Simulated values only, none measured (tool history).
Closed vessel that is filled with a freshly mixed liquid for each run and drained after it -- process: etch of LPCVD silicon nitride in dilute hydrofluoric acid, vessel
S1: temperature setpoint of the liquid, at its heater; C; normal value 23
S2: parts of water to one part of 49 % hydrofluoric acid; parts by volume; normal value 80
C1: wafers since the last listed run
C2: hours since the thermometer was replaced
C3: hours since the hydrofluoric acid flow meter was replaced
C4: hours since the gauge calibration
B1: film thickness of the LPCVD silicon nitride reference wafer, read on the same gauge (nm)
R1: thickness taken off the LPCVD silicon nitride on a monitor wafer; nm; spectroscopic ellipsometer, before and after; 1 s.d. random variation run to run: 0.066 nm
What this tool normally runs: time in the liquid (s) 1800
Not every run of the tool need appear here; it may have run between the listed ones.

Run 1, hour 0: usual settings; C1 0; C2 2166.8; C3 1276.1; C4 465.8; B1 40.01. Result: R1 10.76 nm.
Run 2, hour 17.6: usual settings; C1 434; C2 2184.4; C3 1293.7; C4 483.4; B1 40.01. Result: R1 10.72 nm.
At hour 45.5: gauge calibrated.
Run 3, hour 53.5: usual settings; C1 887; C2 2220.3; C3 1329.6; C4 8; B1 39.99. Result: R1 10.7 nm.
Run 4, hour 80.7: usual settings; C1 672; C2 2247.5; C3 1356.8; C4 35.2; B1 39.97. Result: R1 10.82 nm.
Run 5, hour 108.7: usual settings but S2 60 parts by volume; C1 692; C2 2275.5; C3 1384.8; C4 63.2; B1 40. Result: R1 14.13 nm.
Run 6, hour 139.6: usual settings but S2 60 parts by volume; C1 763; C2 2306.4; C3 1415.7; C4 94.1; B1 40.02. Result: R1 14.35 nm.
Run 7, hour 169.5: usual settings but S2 60 parts by volume; C1 738; C2 2336.3; C3 1445.6; C4 124; B1 40.02. Result: R1 14.34 nm.
Run 8, hour 191.2: usual settings but time in the liquid (s) 2510; C1 536; C2 2358; C3 1467.3; C4 145.7; B1 40. Result: R1 14.95 nm.
Run 9, hour 203.3: usual settings but S1 25 C; C1 299; C2 2370.1; C3 1479.4; C4 157.8; B1 39.99. Result: R1 12.27 nm.
Run 10, hour 278.1: usual settings; C1 1848; C2 2444.9; C3 1554.2; C4 232.6; B1 40. Result: R1 10.82 nm.
Run 11, hour 299.7: usual settings; C1 533; C2 2466.5; C3 1575.8; C4 254.2; B1 40.02. Result: R1 10.86 nm.
Run 12, hour 319.2: usual settings; C1 481; C2 2486; C3 1595.3; C4 273.7; B1 39.99. Result: R1 10.82 nm.
Run 13, hour 351.5: usual settings; C1 798; C2 2518.3; C3 1627.6; C4 306; B1 40.01. Result: R1 10.8 nm.
Run 14, hour 397.7: usual settings; C1 1141; C2 2564.5; C3 1673.8; C4 352.2; B1 39.96. Result: R1 10.84 nm.
Run 15, hour 424.8: usual settings but time in the liquid (s) 2230; C1 669; C2 2591.6; C3 1700.9; C4 379.3; B1 39.99. Result: R1 13.58 nm.
Run 16, hour 445.3: usual settings; C1 506; C2 2612.1; C3 1721.4; C4 399.8; B1 40.02. Result: R1 10.81 nm.
Run 17, hour 465.1: usual settings but time in the liquid (s) 2345; C1 489; C2 2631.9; C3 1741.2; C4 419.6; B1 40. Result: R1 13.99 nm.
At hour 479.3: thermometer replaced.
Run 18, hour 488.2: usual settings but S1 20 C, S2 115 parts by volume, time in the liquid (s) 985; C1 546; C2 8.9; C3 1764.3; C4 442.7; B1 39.98. Result: R1 2.99 nm.
Run 19, hour 510.1: usual settings; C1 541; C2 30.8; C3 1786.2; C4 464.6; B1 39.99. Result: R1 9.42 nm.
Run 20, hour 538.6: usual settings but S2 60 parts by volume; C1 704; C2 59.3; C3 1814.7; C4 493.1; B1 39.99. Result: R1 12.76 nm.
At hour 545.5: hydrofluoric acid flow meter replaced.
Run 21, hour 562.9: usual settings but S1 26 C, S2 45 parts by volume, time in the liquid (s) 1060; C1 575; C2 83.6; C3 17.4; C4 517.4; B1 40.04. Result: R1 12.87 nm.
Run 22, hour 594: usual settings but S1 18.5 C, S2 90 parts by volume, time in the liquid (s) 2775; C1 768; C2 114.7; C3 48.5; C4 548.5; B1 39.99. Result: R1 10.53 nm.
At hour 604.7: gauge calibrated.
Run 23, hour 627.5: usual settings but S2 115 parts by volume, time in the liquid (s) 2475; C1 827; C2 148.2; C3 82; C4 22.8; B1 40.01. Result: R1 10.02 nm.
Run 24, hour 657: usual settings but S1 26.5 C, S2 60 parts by volume, time in the liquid (s) 1320; C1 729; C2 177.7; C3 111.5; C4 52.3; B1 39.99. Result: R1 12.57 nm.
Run 25, hour 679.9: usual settings but S2 95 parts by volume, time in the liquid (s) 865; C1 565; C2 200.6; C3 134.4; C4 75.2; B1 40. Result: R1 4.17 nm.
Run 26, hour 696.6: usual settings but S1 21.5 C, S2 100 parts by volume; C1 412; C2 217.3; C3 151.1; C4 91.9; B1 39.98. Result: R1 7.53 nm.
Run 27, hour 727: usual settings but S2 45 parts by volume, time in the liquid (s) 2340; C1 751; C2 247.7; C3 181.5; C4 122.3; B1 40.02. Result: R1 23.45 nm.
Run 28, hour 746.9: usual settings but S1 26.5 C; C1 491; C2 267.6; C3 201.4; C4 142.2; B1 40.01. Result: R1 13.05 nm.
Run 29, hour 763.7: usual settings but S1 25.5 C, S2 105 parts by volume, time in the liquid (s) 910; C1 415; C2 284.4; C3 218.2; C4 159; B1 40. Result: R1 4.73 nm.
Run 30, hour 781.1: usual settings but S1 21 C, S2 115 parts by volume, time in the liquid (s) 1220; C1 430; C2 301.8; C3 235.6; C4 176.4; B1 39.97. Result: R1 4.33 nm.
Run 31, hour 815.2: usual settings but S2 55 parts by volume, time in the liquid (s) 2515; C1 842; C2 335.9; C3 269.7; C4 210.5; B1 39.98. Result: R1 21.03 nm.
Run 32, hour 833.8: usual settings but time in the liquid (s) 2510; C1 459; C2 354.5; C3 288.3; C4 229.1; B1 40.01. Result: R1 14.63 nm.

Measured minus without-hidden-state, run by run (identical run-to-run variation in each term; gauge scatter may differ):
Hidden state present: liquid hotter than its thermometer reads (K); hydrofluoric acid flow below the setpoint (%); gauge reads high (%).
run     R1
  1  +0.74
  2  +0.73
  3  +0.73
  4  +0.75
  5     +1
  6  +1.03
  7  +1.03
  8  +1.06
  9  +0.84
 10  +0.78
 11  +0.79
 12  +0.78
 13  +0.79
 14   +0.8
 15     +1
 16   +0.8
 17  +1.04
 18  -0.16
 19  -0.49
 20  -0.66
 21  +0.36
 22  +0.31
 23  +0.29
 24  +0.37
 25  +0.13
 26  +0.23
 27  +0.74
 28  +0.39
 29  +0.14
 30  +0.14
 31  +0.69
 32  +0.48
